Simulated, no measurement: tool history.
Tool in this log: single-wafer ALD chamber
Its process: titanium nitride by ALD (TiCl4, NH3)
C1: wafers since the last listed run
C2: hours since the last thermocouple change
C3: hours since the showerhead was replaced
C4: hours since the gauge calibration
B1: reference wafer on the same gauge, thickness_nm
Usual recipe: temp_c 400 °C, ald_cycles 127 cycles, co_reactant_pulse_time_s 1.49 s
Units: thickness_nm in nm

Run 1, hour 0: usual settings but co_reactant_pulse_time_s 1.34 s; C1 0; C2 1298.1; C3 4440.5; C4 8.1; B1 3.561. Result: thickness_nm 3.104 nm.
Run 2, hour 29.1: usual settings but co_reactant_pulse_time_s 1.34 s; C1 77; C2 1327.2; C3 4469.6; C4 37.2; B1 3.56. Result: thickness_nm 3.102 nm.
Run 3, hour 55.7: usual settings; C1 71; C2 1353.8; C3 4496.2; C4 63.8; B1 3.557. Result: thickness_nm 3.109 nm.
Run 4, hour 69.2: usual settings; C1 36; C2 1367.3; C3 4509.7; C4 77.3; B1 3.561. Result: thickness_nm 3.112 nm.
Run 5, hour 83.9: usual settings; C1 39; C2 1382; C3 4524.4; C4 92; B1 3.559. Result: thickness_nm 3.107 nm.
Run 6, hour 115.8: usual settings but temp_c 410 °C; C1 85; C2 1413.9; C3 4556.3; C4 123.9; B1 3.563. Result: thickness_nm 3.118 nm.
Run 7, hour 130.9: usual settings but temp_c 410 °C; C1 40; C2 1429; C3 4571.4; C4 139; B1 3.56. Result: thickness_nm 3.141 nm.
Run 8, hour 149.5: usual settings but temp_c 410 °C; C1 49; C2 1447.6; C3 4590; C4 157.6; B1 3.561. Result: thickness_nm 3.121 nm.
Run 9, hour 165.4: usual settings but co_reactant_pulse_time_s 1.9 s; C1 42; C2 1463.5; C3 4605.9; C4 173.5; B1 3.56. Result: thickness_nm 3.125 nm.
Run 10, hour 197.3: usual settings but co_reactant_pulse_time_s 1.9 s; C1 85; C2 1495.4; C3 4637.8; C4 205.4; B1 3.561. Result: thickness_nm 3.131 nm.
Run 11, hour 214.2: usual settings; C1 45; C2 1512.3; C3 4654.7; C4 222.3; B1 3.56. Result: thickness_nm 3.108 nm.
Run 12, hour 232.3: usual settings; C1 48; C2 1530.4; C3 4672.8; C4 240.4; B1 3.559. Result: thickness_nm 3.113 nm.
Run 13, hour 260.8: usual settings; C1 76; C2 1558.9; C3 4701.3; C4 268.9; B1 3.561. Result: thickness_nm 3.111 nm.
Run 14, hour 282.9: usual settings but ald_cycles 107 cycles, co_reactant_pulse_time_s 1.18 s; C1 59; C2 1581; C3 4723.4; C4 291; B1 3.56. Result: thickness_nm 2.602 nm.
Run 15, hour 301.2: usual settings but temp_c 412 °C, ald_cycles 134 cycles; C1 48; C2 1599.3; C3 4741.7; C4 309.3; B1 3.561. Result: thickness_nm 3.288 nm.

What does the tool deliver on the next run?
Run 16, hour 335.3: usual settings but temp_c 412 °C, ald_cycles 149 cycles; C1 91; C2 1633.4; C3 4775.8; C4 343.4; B1 ?. Result: thickness_nm ?.

B1: 3.563
thickness_nm: 3.664 nm
If the tool had no hidden condition, the same run with the same run-to-run variation would have returned thickness_nm 3.664 nm.

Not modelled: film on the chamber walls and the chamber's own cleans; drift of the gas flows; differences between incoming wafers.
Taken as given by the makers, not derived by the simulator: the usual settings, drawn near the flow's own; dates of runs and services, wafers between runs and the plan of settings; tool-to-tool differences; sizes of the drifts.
